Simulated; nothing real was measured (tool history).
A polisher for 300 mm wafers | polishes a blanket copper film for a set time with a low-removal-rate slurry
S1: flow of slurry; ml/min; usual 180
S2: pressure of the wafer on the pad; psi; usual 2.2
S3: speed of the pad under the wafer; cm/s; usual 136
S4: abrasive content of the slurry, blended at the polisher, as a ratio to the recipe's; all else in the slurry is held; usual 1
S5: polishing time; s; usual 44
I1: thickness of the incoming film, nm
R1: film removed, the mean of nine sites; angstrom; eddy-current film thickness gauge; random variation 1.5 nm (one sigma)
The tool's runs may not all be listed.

run   hour   S1   S2   S3    S4  S5      I1    R1
  1      0  180  2.2  136     1  44  1519.3  1236
  2   12.8  180  2.2  136     1  44  1500.3  1196
  3   23.8  180  2.2  136     1  44  1530.8  1207
  4   35.3  180  2.2  136     1  44  1492.6  1216
      39.1  -- slurry blender recalibrated
  5   43.4  180  2.2  136     1  44    1467  1213
  6   58.6  180  2.2  136     1  44  1521.7  1210
  7   66.2  180  2.2  136     1  44  1526.2  1214
  8   83.1  130  2.2  124     1  53  1493.8  1295
  9   91.6  180  2.2  136     1  44  1488.8  1214
 10  109.4  215  2.2  136     1  44    1516  1233
     119.7  -- worn pad replaced by a new one
 11  120.2  180  1.8  136   0.9  44  1485.1   976
 12  132.7  180  2.2  136     1  44  1493.3  1236
 13  148.8  115  1.9  136  0.85  44  1481.9   958
 14  159.6  180  2.2  136     1  44    1506  1204
 15  174.9  180  2.2  136     1  44  1497.1  1215
 16  192.1  180  2.2  136     1  44  1488.3  1243
 17  209.9  205  1.6  136  0.75  39  1511.1   755
     212.1  -- head pressure recalibrated
 18  216.3  215  1.7  176     1  31  1517.5   842
 19  224.9  180  2.2  136     1  44  1483.6  1228
 20  237.4  180  2.2  176     1  44  1496.3  1502
 21  254.3  230  1.8  136   0.9  44  1508.9  1001
     267.7  -- slurry nozzle cleaned
 22  270.8  180  2.2  112     1  44  1486.7  1034
     286.4  -- worn pad replaced by a new one
 23  291.2  240  2.2  136     1  30  1494.7   847
 24  299.7  180  2.2  136  0.75  44  1487.6  1165
 25  314.4  180  2.2  136   1.2  44  1505.4  1260
 26  331.7  180  2.2  136     1  44  1494.4  1233
 27    345  180  1.5  136     1  38  1472.3   709
 28  351.4  180  1.9  136     1  44  1531.5  1074
 29  372.2  180  2.8  136     1  44  1522.9  1528
 30  383.8  180  2.2  136     1  44  1489.8  1234

5 ways to go on from here, each from the tool as it stands after run 30. What would each give?
  A  384.2  180  2.2  136     1  38  1511.6   ?
  B  384.2  180  2.2  166   1.2  30  1511.6   ?
  C  384.2  145  1.8  136     1  49  1511.6   ?
  D  384.2  155  2.2  124  1.25  40  1511.6   ?
  E  384.2  180  2.2  136     1  40  1511.6   ?

run    R1
  A  1051
  B  1023
  C  1081
  D  1063
  E  1107
Without the tool's hidden state the same runs would have given:
run    R1
  A  1051
  B  1023
  C  1081
  D  1063
  E  1107
